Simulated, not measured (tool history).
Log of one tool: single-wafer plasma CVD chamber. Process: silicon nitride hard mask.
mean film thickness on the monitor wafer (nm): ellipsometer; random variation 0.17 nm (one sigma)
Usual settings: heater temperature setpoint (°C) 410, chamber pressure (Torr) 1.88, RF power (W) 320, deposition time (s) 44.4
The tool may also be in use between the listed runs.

run,hour,heater temperature setpoint (°C),chamber pressure (Torr),RF power (W),deposition time (s),wafers since the last listed run,hours since the last thermocouple change,hours since the last RF generator calibration,hours since the last manometer calibration,hours since the showerhead was replaced,hours since the gauge calibration,"read-back reference wafer on the same gauge, thickness_nm",mean film thickness on the monitor wafer (nm)
1,0.0,410,1.88,320,44.4,0,2576.4,1586.3,630.5,3340.8,143.8,51.437,54.184
2,12.8,410,1.88,320,44.4,229,2589.2,1599.1,643.3,3353.6,156.6,51.397,54.629
3,26.5,401,1.88,320,44.4,246,2602.9,1612.8,657.0,3367.3,170.3,51.395,54.508
4,38.5,410,1.88,320,44.4,215,2614.9,1624.8,669.0,3379.3,182.3,51.414,54.324
5,50.9,410,1.88,320,44.4,222,2627.3,1637.2,681.4,3391.7,194.7,51.409,54.513
6,63.8,410,1.88,320,44.4,231,2640.2,1650.1,694.3,3404.6,207.6,51.365,54.492
7,75.7,410,1.88,280,44.4,213,2652.1,1662.0,706.2,3416.5,219.5,51.387,48.192
8,89.1,410,1.88,280,44.4,240,2665.5,1675.4,719.6,3429.9,232.9,51.413,48.574
9,97.6,410,1.88,280,44.4,152,2674.0,1683.9,728.1,3438.4,241.4,51.416,48.354
10,110.7,410,1.88,320,44.4,235,2687.1,1697.0,741.2,3451.5,254.5,51.426,54.726
# hour 126.6: thermocouple changed; heater temperature recalibrated
11,127.1,410,1.88,320,44.4,150,0.5,1713.4,757.6,3467.9,270.9,51.393,54.519
# hour 137.2: gauge calibrated
# hour 141.2: RF generator calibrated
12,141.7,410,1.88,320,44.4,118,15.1,0.5,772.2,3482.5,4.5,51.398,58.558
# hour 167.6: showerhead replaced
13,172.5,410,1.88,320,44.4,409,45.9,31.3,803.0,4.9,35.3,51.399,58.444
14,187.3,397,2.28,345,53.1,265,60.7,46.1,817.8,19.7,50.1,51.408,79.990
15,204.0,410,1.88,320,35.7,300,77.4,62.8,834.5,36.4,66.8,51.401,46.818
16,221.4,410,1.88,320,44.4,312,94.8,80.2,851.9,53.8,84.2,51.377,57.841
17,227.4,397,2.12,270,48.0,107,100.8,86.2,857.9,59.8,90.2,51.379,57.105
18,236.7,416,2.02,365,44.4,167,110.1,95.5,867.2,69.1,99.5,51.386,66.565
19,243.6,410,1.88,320,44.4,123,117.0,102.4,874.1,76.0,106.4,51.374,58.139
20,255.8,424,2.21,320,44.4,219,129.2,114.6,886.3,88.2,118.6,51.375,61.358
21,270.1,410,1.88,265,44.4,256,143.5,128.9,900.6,102.5,132.9,51.373,49.417
22,276.7,416,1.88,380,42.2,118,150.1,135.5,907.2,109.1,139.5,51.415,63.358
23,293.9,410,1.88,320,44.4,309,167.3,152.7,924.4,126.3,156.7,51.412,58.157
# hour 302.5: capacitance manometer re-zeroed and calibrated
24,311.2,402,2.18,270,44.4,167,184.6,170.0,8.7,143.6,174.0,51.414,52.071
25,321.5,395,1.49,285,44.4,185,194.9,180.3,19.0,153.9,184.3,51.424,45.499
26,337.3,410,1.88,320,44.4,283,210.7,196.1,34.8,169.7,200.1,51.370,56.141
27,352.1,395,1.67,355,44.4,265,225.5,210.9,49.6,184.5,214.9,51.364,57.807
28,358.2,410,1.88,300,44.4,109,231.6,217.0,55.7,190.6,221.0,51.416,53.208
29,373.8,420,1.88,255,51.7,280,247.2,232.6,71.3,206.2,236.6,51.401,52.897
# hour 387.2: gauge calibrated
30,390.3,410,1.88,320,44.4,296,263.7,249.1,87.8,222.7,3.1,51.389,56.120

Forecast each of these 3 alternatives for the next run:
A,390.7,410,1.88,320,44.4,7,264.1,249.5,88.2,223.1,3.5,?,?
B,390.7,422,1.88,365,36.7,7,264.1,249.5,88.2,223.1,3.5,?,?
C,390.7,410,1.70,345,44.4,7,264.1,249.5,88.2,223.1,3.5,?,?

run,"read-back reference wafer on the same gauge, thickness_nm",mean film thickness on the monitor wafer (nm)
A,51.406,55.962
B,51.406,51.091
C,51.406,56.557
Without the tool's hidden state the same runs would have given:
run,mean film thickness on the monitor wafer (nm)
A,57.558
B,52.478
C,58.087
